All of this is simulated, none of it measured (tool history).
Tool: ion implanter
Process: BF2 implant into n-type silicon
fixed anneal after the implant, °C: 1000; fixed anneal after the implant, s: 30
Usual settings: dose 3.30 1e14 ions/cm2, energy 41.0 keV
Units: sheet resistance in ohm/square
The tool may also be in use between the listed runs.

run,hour,dose,energy,wafers since the last listed run,hours since the last dose calibration,hours since the extraction supply was calibrated,hours since the gauge calibration,"read-back reference wafer on the same gauge, sheet resistance",sheet resistance
1,0.0,3.30,41.0,0,1185.5,5804.1,219.7,380.03,344.63
2,16.9,3.30,41.0,338,1202.4,5821.0,236.6,380.11,343.58
3,34.5,3.30,41.0,352,1220.0,5838.6,254.2,380.05,344.76
4,45.3,3.30,41.0,216,1230.8,5849.4,265.0,379.99,343.78
5,58.0,3.30,41.0,254,1243.5,5862.1,277.7,379.94,345.28
6,66.4,3.30,41.0,168,1251.9,5870.5,286.1,379.99,343.96
7,80.1,3.30,41.0,274,1265.6,5884.2,299.8,380.01,345.29
8,88.0,3.30,51.0,158,1273.5,5892.1,307.7,379.94,337.44
9,103.4,3.30,51.0,308,1288.9,5907.5,323.1,380.09,336.96
10,114.5,3.30,51.0,222,1300.0,5918.6,334.2,380.11,337.83
11,131.2,3.01,41.0,334,1316.7,5935.3,350.9,380.06,374.22
12,139.2,3.01,41.0,160,1324.7,5943.3,358.9,379.94,374.61
# hour 145.5: gauge calibrated
13,152.7,3.01,41.0,270,1338.2,5956.8,7.2,380.06,374.11
14,164.0,3.30,41.0,226,1349.5,5968.1,18.5,379.98,345.09
15,172.2,3.30,41.0,164,1357.7,5976.3,26.7,379.99,345.18
16,178.7,3.03,26.5,130,1364.2,5982.8,33.2,380.04,385.55
# hour 192.0: extraction supply calibrated
17,192.5,2.91,31.5,116,1378.0,0.5,47.0,380.13,392.82
18,199.6,3.30,41.0,142,1385.1,7.6,54.1,380.11,346.42
19,207.6,3.84,41.0,160,1393.1,15.6,62.1,380.05,303.20
20,224.0,3.30,41.0,328,1409.5,32.0,78.5,380.05,347.35
# hour 236.2: Faraday cup replaced and dose calibrated
21,275.4,2.95,54.0,868,39.2,83.4,129.9,380.00,358.96
22,290.6,2.45,29.5,304,54.4,98.6,145.1,380.13,445.22
23,302.4,2.83,53.0,236,66.2,110.4,156.9,379.98,372.08
24,316.1,2.46,50.0,274,79.9,124.1,170.6,379.98,422.99
25,330.9,3.01,47.0,296,94.7,138.9,185.4,379.89,358.32
26,338.1,4.25,35.0,144,101.9,146.1,192.6,379.85,273.13
27,349.5,3.84,44.0,228,113.3,157.5,204.0,380.17,293.28
28,356.4,2.72,29.5,138,120.2,164.4,210.9,379.93,407.40
29,373.3,3.30,51.0,338,137.1,181.3,227.8,379.92,330.01
30,390.9,2.33,28.5,352,154.7,198.9,245.4,379.93,466.40
31,407.5,2.49,52.0,332,171.3,215.5,262.0,379.97,416.73
32,425.1,3.79,36.0,352,188.9,233.1,279.6,380.12,302.35
33,435.2,3.30,46.0,202,199.0,243.2,289.7,379.95,333.14
34,448.3,2.69,30.0,262,212.1,256.3,302.8,379.96,412.85
35,465.4,3.96,47.0,342,229.2,273.4,319.9,379.90,283.60
36,475.0,2.84,41.0,192,238.8,283.0,329.5,380.06,383.97
37,490.0,2.71,41.0,300,253.8,298.0,344.5,379.96,400.25
38,498.7,3.30,41.0,174,262.5,306.7,353.2,380.05,338.43

3 ways to go on from here, each from the tool as it stands after run 38. What would each give?
A,499.1,4.19,41.0,8,262.9,307.1,353.6,?,?
B,499.1,2.96,47.5,8,262.9,307.1,353.6,?,?
C,499.1,3.67,27.5,8,262.9,307.1,353.6,?,?

run,"read-back reference wafer on the same gauge, sheet resistance",sheet resistance
A,380.17,274.33
B,380.17,366.02
C,380.17,319.57
Without the tool's hidden state the same runs would have given:
run,sheet resistance
A,272.70
B,363.92
C,317.76
